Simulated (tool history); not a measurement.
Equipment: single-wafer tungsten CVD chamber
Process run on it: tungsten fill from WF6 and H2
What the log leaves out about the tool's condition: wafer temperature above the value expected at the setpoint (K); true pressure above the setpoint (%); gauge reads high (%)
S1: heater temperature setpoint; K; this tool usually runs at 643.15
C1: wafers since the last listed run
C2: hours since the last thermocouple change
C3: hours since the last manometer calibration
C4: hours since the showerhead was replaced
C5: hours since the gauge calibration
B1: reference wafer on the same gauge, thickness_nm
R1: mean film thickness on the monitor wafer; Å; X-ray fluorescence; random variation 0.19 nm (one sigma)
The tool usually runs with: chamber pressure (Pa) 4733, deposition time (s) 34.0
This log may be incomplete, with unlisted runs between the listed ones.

{"run": 1, "hour": 0.0, "S1": 643.15, "chamber pressure (Pa)": 4733, "deposition time (s)": 34.0, "C1": 0, "C2": 1725.0, "C3": 718.2, "C4": 3064.5, "C5": 1320.9, "B1": 45.02, "R1": 518.75}
{"run": 2, "hour": 43.5, "S1": 643.15, "chamber pressure (Pa)": 4733, "deposition time (s)": 34.0, "C1": 1221, "C2": 1768.5, "C3": 761.7, "C4": 3108.0, "C5": 1364.4, "B1": 45.006, "R1": 521.26}
{"run": 3, "hour": 129.5, "S1": 643.15, "chamber pressure (Pa)": 4733, "deposition time (s)": 34.0, "C1": 2415, "C2": 1854.5, "C3": 847.7, "C4": 3194.0, "C5": 1450.4, "B1": 45.035, "R1": 522.28}
{"run": 4, "hour": 232.9, "S1": 643.15, "chamber pressure (Pa)": 4733, "deposition time (s)": 34.0, "C1": 2903, "C2": 1957.9, "C3": 951.1, "C4": 3297.4, "C5": 1553.8, "B1": 44.972, "R1": 517.59}
{"run": 5, "hour": 337.3, "S1": 643.15, "chamber pressure (Pa)": 4733, "deposition time (s)": 34.0, "C1": 2931, "C2": 2062.3, "C3": 1055.5, "C4": 3401.8, "C5": 1658.2, "B1": 45.051, "R1": 518.34}
{"run": 6, "hour": 436.2, "S1": 643.15, "chamber pressure (Pa)": 4733, "deposition time (s)": 31.0, "C1": 2777, "C2": 2161.2, "C3": 1154.4, "C4": 3500.7, "C5": 1757.1, "B1": 45.018, "R1": 470.81}
{"run": 7, "hour": 529.2, "S1": 643.15, "chamber pressure (Pa)": 4733, "deposition time (s)": 31.0, "C1": 2611, "C2": 2254.2, "C3": 1247.4, "C4": 3593.7, "C5": 1850.1, "B1": 45.063, "R1": 468.66}
{"run": 8, "hour": 591.4, "S1": 643.15, "chamber pressure (Pa)": 4733, "deposition time (s)": 31.0, "C1": 1746, "C2": 2316.4, "C3": 1309.6, "C4": 3655.9, "C5": 1912.3, "B1": 44.968, "R1": 472.35}
{"run": 9, "hour": 647.7, "S1": 643.15, "chamber pressure (Pa)": 5400, "deposition time (s)": 36.5, "C1": 1581, "C2": 2372.7, "C3": 1365.9, "C4": 3712.2, "C5": 1968.6, "B1": 45.022, "R1": 597.9}
{"run": 10, "hour": 711.7, "S1": 643.15, "chamber pressure (Pa)": 5400, "deposition time (s)": 36.5, "C1": 1797, "C2": 2436.7, "C3": 1429.9, "C4": 3776.2, "C5": 2032.6, "B1": 44.985, "R1": 598.67}
{"run": 11, "hour": 761.4, "S1": 643.15, "chamber pressure (Pa)": 4333, "deposition time (s)": 34.0, "C1": 1395, "C2": 2486.4, "C3": 1479.6, "C4": 3825.9, "C5": 2082.3, "B1": 44.994, "R1": 490.5}
{"hour": 807.5, "done": "thermocouple changed; heater temperature recalibrated"}
{"run": 12, "hour": 851.6, "S1": 643.15, "chamber pressure (Pa)": 4333, "deposition time (s)": 34.0, "C1": 2308, "C2": 44.1, "C3": 1569.8, "C4": 3916.1, "C5": 2172.5, "B1": 45.013, "R1": 489.99}
{"run": 13, "hour": 913.2, "S1": 643.15, "chamber pressure (Pa)": 4733, "deposition time (s)": 34.0, "C1": 1729, "C2": 105.7, "C3": 1631.4, "C4": 3977.7, "C5": 2234.1, "B1": 45.031, "R1": 511.2}
{"hour": 1113.0, "done": "showerhead replaced"}
{"hour": 1119.5, "done": "gauge calibrated"}
{"run": 14, "hour": 1211.9, "S1": 653.15, "chamber pressure (Pa)": 3813, "deposition time (s)": 29.9, "C1": 8163, "C2": 404.4, "C3": 1930.1, "C4": 98.9, "C5": 92.4, "B1": 44.968, "R1": 503.99}
{"run": 15, "hour": 1260.9, "S1": 643.15, "chamber pressure (Pa)": 3693, "deposition time (s)": 28.7, "C1": 1376, "C2": 453.4, "C3": 1979.1, "C4": 147.9, "C5": 141.4, "B1": 45.093, "R1": 370.68}
{"run": 16, "hour": 1337.1, "S1": 643.15, "chamber pressure (Pa)": 4733, "deposition time (s)": 34.0, "C1": 2139, "C2": 529.6, "C3": 2055.3, "C4": 224.1, "C5": 217.6, "B1": 45.014, "R1": 506.32}
{"run": 17, "hour": 1385.4, "S1": 643.15, "chamber pressure (Pa)": 5280, "deposition time (s)": 39.9, "C1": 1356, "C2": 577.9, "C3": 2103.6, "C4": 272.4, "C5": 265.9, "B1": 45.01, "R1": 633.85}
{"run": 18, "hour": 1467.8, "S1": 643.15, "chamber pressure (Pa)": 4733, "deposition time (s)": 34.0, "C1": 2314, "C2": 660.3, "C3": 2186.0, "C4": 354.8, "C5": 348.3, "B1": 44.974, "R1": 505.97}
{"hour": 1522.5, "done": "capacitance manometer re-zeroed and calibrated"}
{"run": 19, "hour": 1566.2, "S1": 638.15, "chamber pressure (Pa)": 4040, "deposition time (s)": 28.5, "C1": 2538, "C2": 758.7, "C3": 43.7, "C4": 453.2, "C5": 446.7, "B1": 44.984, "R1": 356.36}
{"run": 20, "hour": 1673.8, "S1": 635.15, "chamber pressure (Pa)": 5866, "deposition time (s)": 29.3, "C1": 3021, "C2": 866.3, "C3": 151.3, "C4": 560.8, "C5": 554.3, "B1": 44.995, "R1": 413.34}
{"run": 21, "hour": 1738.5, "S1": 643.15, "chamber pressure (Pa)": 5280, "deposition time (s)": 34.0, "C1": 1816, "C2": 931.0, "C3": 216.0, "C4": 625.5, "C5": 619.0, "B1": 44.951, "R1": 551.97}
{"run": 22, "hour": 1803.9, "S1": 654.15, "chamber pressure (Pa)": 4733, "deposition time (s)": 38.3, "C1": 1836, "C2": 996.4, "C3": 281.4, "C4": 690.9, "C5": 684.4, "B1": 44.966, "R1": 757.2}
{"run": 23, "hour": 1871.5, "S1": 654.15, "chamber pressure (Pa)": 4040, "deposition time (s)": 37.0, "C1": 1898, "C2": 1064.0, "C3": 349.0, "C4": 758.5, "C5": 752.0, "B1": 45.006, "R1": 676.19}
{"run": 24, "hour": 1957.2, "S1": 643.15, "chamber pressure (Pa)": 3973, "deposition time (s)": 34.0, "C1": 2406, "C2": 1149.7, "C3": 434.7, "C4": 844.2, "C5": 837.7, "B1": 44.961, "R1": 474.9}

Predict each of these 3 candidate next runs independently; none follows another, all start after run 24:
{"run": "A", "hour": 1957.6, "S1": 643.15, "chamber pressure (Pa)": 4733, "deposition time (s)": 30.4, "C1": 11, "C2": 1150.1, "C3": 435.1, "C4": 844.6, "C5": 838.1, "B1": "?", "R1": "?"}
{"run": "B", "hour": 1957.6, "S1": 628.15, "chamber pressure (Pa)": 5813, "deposition time (s)": 36.8, "C1": 11, "C2": 1150.1, "C3": 435.1, "C4": 844.6, "C5": 838.1, "B1": "?", "R1": "?"}
{"run": "C", "hour": 1957.6, "S1": 629.15, "chamber pressure (Pa)": 4733, "deposition time (s)": 34.0, "C1": 11, "C2": 1150.1, "C3": 435.1, "C4": 844.6, "C5": 838.1, "B1": "?", "R1": "?"}

run=A B1=45.034 R1=465.79
run=B B1=45.034 R1=432.22
run=C B1=45.034 R1=367.69
The same runs, with their run-to-run variation unchanged, on a tool lacking any hidden condition would have given:
run=A R1=464.64
run=B R1=431.19
run=C R1=366.79
